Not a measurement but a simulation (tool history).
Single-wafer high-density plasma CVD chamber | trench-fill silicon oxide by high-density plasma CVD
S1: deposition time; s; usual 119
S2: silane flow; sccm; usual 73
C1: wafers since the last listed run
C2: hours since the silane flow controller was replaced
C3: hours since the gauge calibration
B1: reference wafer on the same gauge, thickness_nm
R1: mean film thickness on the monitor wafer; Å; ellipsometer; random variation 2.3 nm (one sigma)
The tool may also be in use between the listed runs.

run   hour   S1  S2   C1      C2     C3       B1        R1
  1    0.0  132  73    0  1233.8  219.9  662.669   9331.48
  2   16.9  132  73  170  1250.7  236.8  663.120   9333.98
  3   30.0  119  64  131  1263.8  249.9  662.672   7398.86
  4   40.9  119  64  109  1274.7  260.8  662.946   7403.94
  5   50.7  119  64   98  1284.5  270.6  663.388   7446.93
  6   58.9  119  77   82  1292.7  278.8  663.480   8871.29
  7   68.1  119  73   92  1301.9  288.0  662.906   8377.24
  8   74.9  119  73   68  1308.7  294.8  662.614   8435.07
  9   87.5  119  73  126  1321.3  307.4  662.974   8442.61
 10  101.4  107  64  139  1335.2  321.3  662.750   6685.55
 11  118.9  119  73  176  1352.7  338.8  663.287   8412.24
 12  153.5  119  73  348  1387.3  373.4  662.785   8435.39
 13  163.2  119  73   97  1397.0  383.1  663.351   8398.87
     170.7  -- gauge calibrated
 14  176.4  119  62  132  1410.2    5.7  662.488   7218.53
 15  182.5  119  73   61  1416.3   11.8  662.540   8438.65
 16  197.3  119  73  148  1431.1   26.6  663.236   8448.20
 17  213.9  119  73  166  1447.7   43.2  663.549   8458.88
     224.4  -- silane flow controller replaced
 18  224.9   98  60   30     0.5   54.2  662.939   5486.06
 19  238.8  127  61  139    14.4   68.1  662.962   7182.64
 20  245.2  119  73   64    20.8   74.5  662.097   7997.23
 21  254.9  129  73   97    30.5   84.2  663.580   8690.33
 22  268.7  136  87  138    44.3   98.0  663.145  10849.45
 23  279.9  125  66  112    55.5  109.2  662.845   7672.65
 24  294.3   97  73  144    69.9  123.6  663.126   6550.11
 25  304.4  141  63  101    80.0  133.7  663.647   8290.54
 26  319.1  119  73  147    94.7  148.4  663.911   8092.01
 27  336.4  142  77  174   112.0  165.7  663.544  10181.97
 28  347.0  137  73  106   122.6  176.3  663.195   9302.19
 29  355.9  119  73   89   131.5  185.2  662.929   8124.14
 30  362.2  129  73   63   137.8  191.5  662.827   8827.59
 31  378.5  133  82  163   154.1  207.8  662.784  10224.84
 32  386.9  119  83   84   162.5  216.2  662.915   9234.26
 33  394.0  119  73   71   169.6  223.3  662.719   8162.48

Forecast each of these 3 alternatives for the next run:
  A  394.4  119  73   4  170.0  223.7   ?   ?
  B  394.4  106  87   4  170.0  223.7   ?   ?
  C  394.4  119  60   4  170.0  223.7   ?   ?

run       B1       R1
  A  663.249  8132.57
  B  663.249  8592.06
  C  663.249  6727.43
Without the tool's hidden state the same runs would have given:
run       R1
  A  7970.26
  B  8420.58
  C  6593.16
